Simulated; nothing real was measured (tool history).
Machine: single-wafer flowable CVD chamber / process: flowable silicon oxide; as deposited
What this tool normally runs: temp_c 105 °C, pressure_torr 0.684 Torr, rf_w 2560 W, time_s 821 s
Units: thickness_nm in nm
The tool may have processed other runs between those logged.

run	hour	temp_c	pressure_torr	rf_w	time_s	wafers since the last listed run	hours since the last thermocouple change	hours since the last RF generator calibration	hours since the last manometer calibration	hours since the showerhead was replaced	hours since the gauge calibration	read-back reference wafer on the same gauge, thickness_nm	thickness_nm
1	0.0	105	0.684	2560	821	0	2006.7	1363.4	307.4	8604.6	816.0	315.829	359.485
2	30.7	116	0.578	2560	821	61	2037.4	1394.1	338.1	8635.3	846.7	316.182	206.600
3	98.2	105	0.684	2560	821	135	2104.9	1461.6	405.6	8702.8	914.2	316.395	361.064
4	138.0	105	0.684	2560	821	79	2144.7	1501.4	445.4	8742.6	954.0	316.217	361.511
5	198.2	105	0.684	2560	821	120	2204.9	1561.6	505.6	8802.8	1014.2	316.327	362.205
6	242.7	105	0.684	2560	821	89	2249.4	1606.1	550.1	8847.3	1058.7	315.957	364.392
# hour 405.2: thermocouple changed; heater temperature recalibrated
7	408.7	105	0.684	2560	821	316	3.5	1772.1	716.1	9013.3	1224.7	315.990	343.743
# hour 441.0: showerhead replaced
8	462.3	105	0.684	2560	821	91	57.1	1825.7	769.7	21.3	1278.3	316.439	345.825
9	493.2	105	0.684	2560	821	61	88.0	1856.6	800.6	52.2	1309.2	316.382	347.361
10	553.4	105	0.684	2560	821	120	148.2	1916.8	860.8	112.4	1369.4	315.732	348.328
11	578.6	105	0.684	2560	821	50	173.4	1942.0	886.0	137.6	1394.6	315.694	349.934
12	612.4	105	0.817	2560	936	67	207.2	1975.8	919.8	171.4	1428.4	316.219	469.335
# hour 690.9: gauge calibrated
13	756.5	105	0.684	2560	821	288	351.3	2119.9	1063.9	315.5	65.6	316.087	356.415
14	802.6	110	0.579	2560	821	92	397.4	2166.0	1110.0	361.6	111.7	315.968	255.835
15	828.1	105	0.684	2745	777	51	422.9	2191.5	1135.5	387.1	137.2	315.823	338.104
16	860.5	91	0.770	2870	821	64	455.3	2223.9	1167.9	419.5	169.6	316.222	678.281
17	904.5	105	0.785	2560	905	88	499.3	2267.9	1211.9	463.5	213.6	316.562	450.346
# hour 955.7: RF generator calibrated
18	956.2	105	0.578	2220	821	87	551.0	0.5	1263.6	515.2	265.3	315.651	307.069
# hour 1014.8: capacitance manometer re-zeroed and calibrated
19	1015.3	96	0.684	2560	821	102	610.1	59.6	0.5	574.3	324.4	315.615	492.059
20	1076.3	92	0.554	2690	879	122	671.1	120.6	61.5	635.3	385.4	315.845	512.838
21	1146.8	116	0.578	2560	821	141	741.6	191.1	132.0	705.8	455.9	315.867	204.701
22	1211.3	97	0.684	3015	821	129	806.1	255.6	196.5	770.3	520.4	316.228	485.753
23	1278.4	91	0.573	3055	919	134	873.2	322.7	263.6	837.4	587.5	315.694	585.872
24	1316.2	105	0.684	2075	821	75	911.0	360.5	301.4	875.2	625.3	315.911	346.371
25	1363.3	105	0.684	2560	821	94	958.1	407.6	348.5	922.3	672.4	315.805	357.470
26	1406.0	105	0.599	2185	821	85	1000.8	450.3	391.2	965.0	715.1	316.210	314.690
27	1471.3	116	0.684	2140	821	130	1066.1	515.6	456.5	1030.3	780.4	316.300	234.722
28	1674.2	105	0.542	2060	661	405	1269.0	718.5	659.4	1233.2	983.3	315.635	231.983

Hidden state at the last listed run before each entry between runs and at the first one after, where it differs:
In the gap between runs 6 and 7: thermocouple changed; heater temperature recalibrated (hour 405.2)
  wafer temperature above the value expected at the setpoint (K): -1.72 -> -0.216; true pressure above the setpoint (%): 1.56 -> 1.95
  measured less the result without the state, thickness_nm: +27.832 -> +8.589 nm
In the gap between runs 7 and 8: showerhead replaced (hour 441.0)
  wafer temperature above the value expected at the setpoint (K): -0.216 -> -0.339; true pressure above the setpoint (%): 1.95 -> 2.08
  measured less the result without the state, thickness_nm: +8.589 -> +10.584 nm
In the gap between runs 12 and 13: gauge calibrated (hour 690.9)
  wafer temperature above the value expected at the setpoint (K): -0.643 -> -0.888; true pressure above the setpoint (%): 2.44 -> 2.79
  measured less the result without the state, thickness_nm: +20.689 -> +20.121 nm
In the gap between runs 17 and 18: RF generator calibrated (hour 955.7)
  wafer temperature above the value expected at the setpoint (K): -1.1 -> -1.16; true pressure above the setpoint (%): 3.14 -> 3.26
  measured less the result without the state, thickness_nm: +29.739 -> +21.557 nm
In the gap between runs 18 and 19: capacitance manometer re-zeroed and calibrated (hour 1014.8)
  wafer temperature above the value expected at the setpoint (K): -1.16 -> -1.23; true pressure above the setpoint (%): 3.26 -> -0.542
  measured less the result without the state, thickness_nm: +21.557 -> +20.285 nm
